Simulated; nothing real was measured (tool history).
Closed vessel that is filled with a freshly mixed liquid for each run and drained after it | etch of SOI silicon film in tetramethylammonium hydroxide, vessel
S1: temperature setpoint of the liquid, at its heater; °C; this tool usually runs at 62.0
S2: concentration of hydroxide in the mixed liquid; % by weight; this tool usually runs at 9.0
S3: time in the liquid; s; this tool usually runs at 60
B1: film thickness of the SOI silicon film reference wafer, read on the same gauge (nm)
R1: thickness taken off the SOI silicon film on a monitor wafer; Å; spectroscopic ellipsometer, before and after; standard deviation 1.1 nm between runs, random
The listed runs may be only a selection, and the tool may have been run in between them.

{"run": 1, "hour": 0.0, "S1": 62.0, "S2": 9.0, "S3": 85, "B1": 140.03, "R1": 3869.8}
{"run": 2, "hour": 23.3, "S1": 62.0, "S2": 9.0, "S3": 85, "B1": 139.98, "R1": 3898.5}
{"run": 3, "hour": 42.8, "S1": 62.0, "S2": 9.0, "S3": 85, "B1": 140.02, "R1": 3856.6}
{"run": 4, "hour": 77.8, "S1": 62.0, "S2": 7.0, "S3": 60, "B1": 139.98, "R1": 2950.7}
{"hour": 82.4, "done": "gauge calibrated"}
{"run": 5, "hour": 91.4, "S1": 62.0, "S2": 7.0, "S3": 60, "B1": 139.98, "R1": 2928.2}
{"run": 6, "hour": 105.2, "S1": 62.0, "S2": 7.0, "S3": 60, "B1": 140.0, "R1": 2959.2}
{"run": 7, "hour": 122.4, "S1": 62.0, "S2": 8.0, "S3": 60, "B1": 139.98, "R1": 2853.1}
{"run": 8, "hour": 146.4, "S1": 62.0, "S2": 8.0, "S3": 60, "B1": 139.97, "R1": 2829.0}
{"run": 9, "hour": 180.5, "S1": 68.5, "S2": 9.5, "S3": 60, "B1": 140.01, "R1": 3975.9}
{"run": 10, "hour": 204.6, "S1": 67.5, "S2": 9.0, "S3": 80, "B1": 140.02, "R1": 5079.8}
{"run": 11, "hour": 236.2, "S1": 62.0, "S2": 9.0, "S3": 40, "B1": 140.02, "R1": 1818.6}
{"hour": 243.2, "done": "thermometer replaced"}
{"run": 12, "hour": 252.9, "S1": 70.0, "S2": 10.0, "S3": 80, "B1": 140.05, "R1": 5818.7}
{"run": 13, "hour": 286.7, "S1": 69.0, "S2": 8.0, "S3": 45, "B1": 140.04, "R1": 3294.7}
{"run": 14, "hour": 314.7, "S1": 62.0, "S2": 8.0, "S3": 60, "B1": 140.03, "R1": 2886.3}
{"run": 15, "hour": 342.1, "S1": 62.0, "S2": 10.0, "S3": 30, "B1": 139.98, "R1": 1347.8}
{"hour": 350.0, "done": "hydroxide flow meter replaced"}
{"run": 16, "hour": 359.6, "S1": 66.0, "S2": 11.0, "S3": 50, "B1": 140.0, "R1": 2682.2}
{"run": 17, "hour": 378.9, "S1": 56.0, "S2": 7.0, "S3": 60, "B1": 140.02, "R1": 1986.8}
{"run": 18, "hour": 486.7, "S1": 62.0, "S2": 6.5, "S3": 60, "B1": 140.03, "R1": 2965.7}
{"run": 19, "hour": 504.1, "S1": 70.0, "S2": 9.0, "S3": 60, "B1": 139.95, "R1": 4361.1}
{"run": 20, "hour": 520.7, "S1": 67.5, "S2": 10.0, "S3": 75, "B1": 140.02, "R1": 4520.8}
{"run": 21, "hour": 553.6, "S1": 57.0, "S2": 7.0, "S3": 90, "B1": 140.01, "R1": 3189.8}
{"run": 22, "hour": 579.6, "S1": 62.0, "S2": 6.5, "S3": 60, "B1": 139.96, "R1": 2943.4}
{"run": 23, "hour": 592.5, "S1": 66.0, "S2": 9.0, "S3": 90, "B1": 140.01, "R1": 5145.0}
{"run": 24, "hour": 620.8, "S1": 56.0, "S2": 7.0, "S3": 60, "B1": 139.99, "R1": 1988.5}
{"run": 25, "hour": 636.0, "S1": 62.0, "S2": 9.0, "S3": 60, "B1": 140.01, "R1": 2704.6}
{"run": 26, "hour": 665.7, "S1": 62.0, "S2": 10.5, "S3": 60, "B1": 140.01, "R1": 2540.9}
{"run": 27, "hour": 679.2, "S1": 58.0, "S2": 6.5, "S3": 75, "B1": 139.99, "R1": 2886.7}
{"run": 28, "hour": 714.1, "S1": 65.0, "S2": 7.0, "S3": 95, "B1": 139.99, "R1": 5505.0}
{"run": 29, "hour": 737.9, "S1": 62.0, "S2": 9.0, "S3": 60, "B1": 139.99, "R1": 2702.4}
{"run": 30, "hour": 757.1, "S1": 62.0, "S2": 11.0, "S3": 60, "B1": 139.99, "R1": 2537.6}
{"run": 31, "hour": 788.8, "S1": 54.0, "S2": 11.5, "S3": 60, "B1": 139.98, "R1": 1494.1}
{"run": 32, "hour": 824.6, "S1": 57.5, "S2": 7.0, "S3": 40, "B1": 140.03, "R1": 1463.9}
{"hour": 836.3, "done": "thermometer replaced"}
{"run": 33, "hour": 860.0, "S1": 68.5, "S2": 9.0, "S3": 30, "B1": 140.0, "R1": 2023.2}

What if the next run were any one of these 5? Each begins from the tool's condition after run 33:
{"run": "A", "hour": 860.7, "S1": 62.0, "S2": 9.0, "S3": 45, "B1": "?", "R1": "?"}
{"run": "B", "hour": 860.7, "S1": 68.0, "S2": 9.0, "S3": 70, "B1": "?", "R1": "?"}
{"run": "C", "hour": 860.7, "S1": 58.0, "S2": 9.0, "S3": 60, "B1": "?", "R1": "?"}
{"run": "D", "hour": 860.7, "S1": 68.5, "S2": 7.5, "S3": 80, "B1": "?", "R1": "?"}
{"run": "E", "hour": 860.7, "S1": 65.5, "S2": 6.5, "S3": 30, "B1": "?", "R1": "?"}

run=A B1=140.01 R1=2043.5
run=B B1=140.01 R1=4569.3
run=C B1=140.01 R1=2121.8
run=D B1=140.01 R1=5678.5
run=E B1=140.01 R1=1842.5
The same runs, with their run-to-run variation unchanged, on a tool lacking any hidden condition would have given:
run=A R1=2003.5
run=B R1=4479.3
run=C R1=2080.3
run=D R1=5593.1
run=E R1=1820.1

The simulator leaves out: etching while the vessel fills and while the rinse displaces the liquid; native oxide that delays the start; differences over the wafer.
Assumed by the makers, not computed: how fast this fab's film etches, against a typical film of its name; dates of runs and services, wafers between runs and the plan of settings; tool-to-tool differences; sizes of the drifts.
